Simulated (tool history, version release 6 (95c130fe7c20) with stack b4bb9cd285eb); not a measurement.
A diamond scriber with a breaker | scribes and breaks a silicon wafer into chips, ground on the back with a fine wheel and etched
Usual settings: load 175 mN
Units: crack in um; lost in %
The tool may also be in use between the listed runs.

run    hour  load  wafers since the last listed run  hours since the diamond tip was replaced  hours since the load on the tip was calibrated  incoming depth of the damage left on the back of the incoming wafer, um  crack   lost
  1     0.0   175                                 0                                     543.5                                           753.4                                                                     0.38  13.22   3.58
  2    72.6   175                               229                                     616.1                                           826.0                                                                     0.65  13.09   3.22
  3   119.4   175                               148                                     662.9                                           872.8                                                                     0.61  12.84   3.68
  4   196.2   175                               242                                     739.7                                           949.6                                                                     0.79  13.03   3.65
      270.9  -- diamond tip replaced by a new one
  5   285.2   153                               275                                      14.3                                          1038.6                                                                     0.48  12.82   4.89
  6   333.0   153                               151                                      62.1                                          1086.4                                                                     0.61  12.27   5.81
      341.6  -- load on the tip recalibrated
  7   431.8   153                               306                                     160.9                                            90.2                                                                     0.62  12.11   6.95
  8   749.8   201                              1005                                     478.9                                           408.2                                                                     0.37  14.68   1.85
  9   972.0   175                               702                                     701.1                                           630.4                                                                     0.37  12.87   3.87
 10  1075.3   175                               326                                     804.4                                           733.7                                                                     0.49  12.77   4.03
 11  1118.9   175                               137                                     848.0                                           777.3                                                                     0.63  13.10   3.70
     1122.4  -- diamond tip replaced by a new one
 12  1164.2   188                               136                                      41.8                                           822.6                                                                     0.41  15.13   1.74
 13  1205.0   188                               129                                      82.6                                           863.4                                                                     0.63  15.02   1.64
 14  1280.5   175                               238                                     158.1                                           938.9                                                                     0.49  13.66   2.36
     1311.7  -- load on the tip recalibrated
 15  1365.4   175                               262                                     243.0                                            53.7                                                                     0.77  13.45   2.41
 16  1436.1   175                               223                                     313.7                                           124.4                                                                     0.71  13.56   2.70
 17  1508.6   188                               229                                     386.2                                           196.9                                                                     0.71  14.12   1.89
 18  1578.6   197                               221                                     456.2                                           266.9                                                                     0.43  14.79   1.98
 19  1672.6   175                               297                                     550.2                                           360.9                                                                     0.52  13.28   3.07
 20  1758.8   133                               272                                     636.4                                           447.1                                                                     0.48  10.37  17.86
 21  1796.6   175                               119                                     674.2                                           484.9                                                                     0.73  13.44   3.33
     1870.7  -- diamond tip replaced by a new one
 22  1888.1   175                               283                                      17.4                                           576.4                                                                     0.55  14.76   1.75
 23  1934.9   216                               148                                      64.2                                           623.2                                                                     0.57  16.78   5.63
 24  1987.1   196                               165                                     116.4                                           675.4                                                                     0.45  15.21   2.42
 25  2042.0   147                               173                                     171.3                                           730.3                                                                     0.30  12.00   8.21
 26  2135.7   148                               296                                     265.0                                           824.0                                                                     0.77  11.62   8.41
 27  2226.2   175                               286                                     355.5                                           914.5                                                                     0.38  13.68   2.39
 28  2321.7   203                               302                                     451.0                                          1010.0                                                                     0.41  15.03   2.17
 29  2370.6   128                               154                                     499.9                                          1058.9                                                                     0.53  10.38  21.51
     2374.3  -- load on the tip recalibrated
 30  2411.6   175                               123                                     540.9                                            37.3                                                                     0.53  13.30   3.01
 31  2491.5   190                               252                                     620.8                                           117.2                                                                     0.48  14.47   1.69
 32  2539.6   175                               152                                     668.9                                           165.3                                                                     0.45  13.21   3.02
 33  2602.3   136                               198                                     731.6                                           228.0                                                                     0.45  10.71  15.42
     2649.2  -- diamond tip replaced by a new one
 34  2656.1   143                               163                                       6.9                                           281.8                                                                     0.52  12.24   6.64
 35  2744.9   142                               280                                      95.7                                           370.6                                                                     0.69  11.57   8.23
 36  2815.7   175                               223                                     166.5                                           441.4                                                                     0.48  13.69   2.15
 37  2908.2   149                               292                                     259.0                                           533.9                                                                     0.61  11.91   7.99
 38  2988.1   155                               252                                     338.9                                           613.8                                                                     0.56  12.19   6.28
 39  3075.2   161                               275                                     426.0                                           700.9                                                                     0.48  12.31   5.93
 40  3182.4   205                               339                                     533.2                                           808.1                                                                     0.40  15.28   1.88

Some steps in crack between neighbouring runs. How much of each would the tool show without its hidden state too (settings, what came in, random variation), and how much is left for the hidden state, with any gauge scatter that isn't in both results?
The hidden state here: share of the diamond tip's cutting effectiveness lost through wear, %; deviation of the load on the tip from its setpoint, %.
Run 4 -> 5: load 175 -> 153, diamond tip replaced by a new one. crack -0.21 um: hidden state +1.16, all else -1.37.
Run 11 -> 12: load 175 -> 188, diamond tip replaced by a new one. crack +2.03 um: hidden state +1.29, all else +0.74.
Run 20 -> 21: load 133 -> 175. crack +3.07 um: hidden state -0.31, all else +3.38.
Run 21 -> 22: diamond tip replaced by a new one. crack +1.32 um: hidden state +1.26, all else +0.06.
Run 24 -> 25: load 196 -> 147. crack -3.21 um: hidden state -0.03, all else -3.18.
Run 28 -> 29: load 203 -> 128. crack -4.65 um: hidden state +0.35, all else -5.00.

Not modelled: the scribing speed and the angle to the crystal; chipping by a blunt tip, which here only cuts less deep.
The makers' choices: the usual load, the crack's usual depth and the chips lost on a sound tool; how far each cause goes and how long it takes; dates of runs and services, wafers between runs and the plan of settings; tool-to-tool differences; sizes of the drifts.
